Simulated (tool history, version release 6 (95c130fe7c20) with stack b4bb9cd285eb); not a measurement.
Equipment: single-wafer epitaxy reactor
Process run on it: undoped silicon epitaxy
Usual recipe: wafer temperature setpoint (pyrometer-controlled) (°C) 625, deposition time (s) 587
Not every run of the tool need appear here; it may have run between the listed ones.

run,hour,wafer temperature setpoint (pyrometer-controlled) (°C),deposition time (s),wafers since the last listed run,hours since the last pyrometer calibration,hours since the gauge calibration,"read-back reference wafer on the same gauge, thickness_nm",mean film thickness on the monitor wafer (angstrom)
1,0,625,663,0,1903.5,255.7,56.567,608.94
2,263.3,625,587,511,2166.8,519,56.626,541.04
3,323.7,625,587,117,2227.2,579.4,56.611,538.58
4,367,625,638,84,2270.5,622.7,56.559,583.11
5,445.6,625,638,152,2349.1,701.3,56.655,578.73
6,509,625,499,123,2412.5,764.7,56.756,455.03
7,582.8,625,499,143,2486.3,838.5,56.706,455.24
8,807.4,625,530,436,2710.9,1063.1,56.523,480.27
# hour 816.2: pyrometer calibrated
9,844.6,615,498,56,28.4,1100.3,56.489,359.89
10,891.2,615,498,90,75,1146.9,56.62,362.68
11,964.2,615,498,141,148,1219.9,56.522,361.16
12,1038.9,625,587,145,222.7,1294.6,56.646,549.43
13,1078,625,587,76,261.8,1333.7,56.586,549.08
14,1134.5,625,587,109,318.3,1390.2,56.58,544.41
15,1235.3,625,587,195,419.1,1491,56.449,548.67
16,1299.3,625,629,124,483.1,1555,56.582,591.14
17,1351.5,625,643,101,535.3,1607.2,56.563,598.16
18,1450.2,611,587,191,634,1705.9,56.563,379.11
# hour 1468: gauge calibrated
19,1539,638,704,172,722.8,71,56.546,903.06
20,1632.7,615,618,182,816.5,164.7,56.445,440.86
21,1687.8,613,541,107,871.6,219.8,56.554,369.5
22,1791.1,634,685,200,974.9,323.1,56.628,794.3
23,1839.1,625,587,93,1022.9,371.1,56.52,543.31
24,1935.1,625,484,186,1118.9,467.1,56.613,444.28

Forecast run 25:
25,2035.2,640,587,194,1219,567.2,?,?

{"run 25": {"read-back reference wafer on the same gauge, thickness_nm": 56.467, "mean film thickness on the monitor wafer (angstrom)": 788.95}}
On a tool with no hidden condition, and with the same random variation, this run would have come out at mean film thickness on the monitor wafer (angstrom) 795.55.

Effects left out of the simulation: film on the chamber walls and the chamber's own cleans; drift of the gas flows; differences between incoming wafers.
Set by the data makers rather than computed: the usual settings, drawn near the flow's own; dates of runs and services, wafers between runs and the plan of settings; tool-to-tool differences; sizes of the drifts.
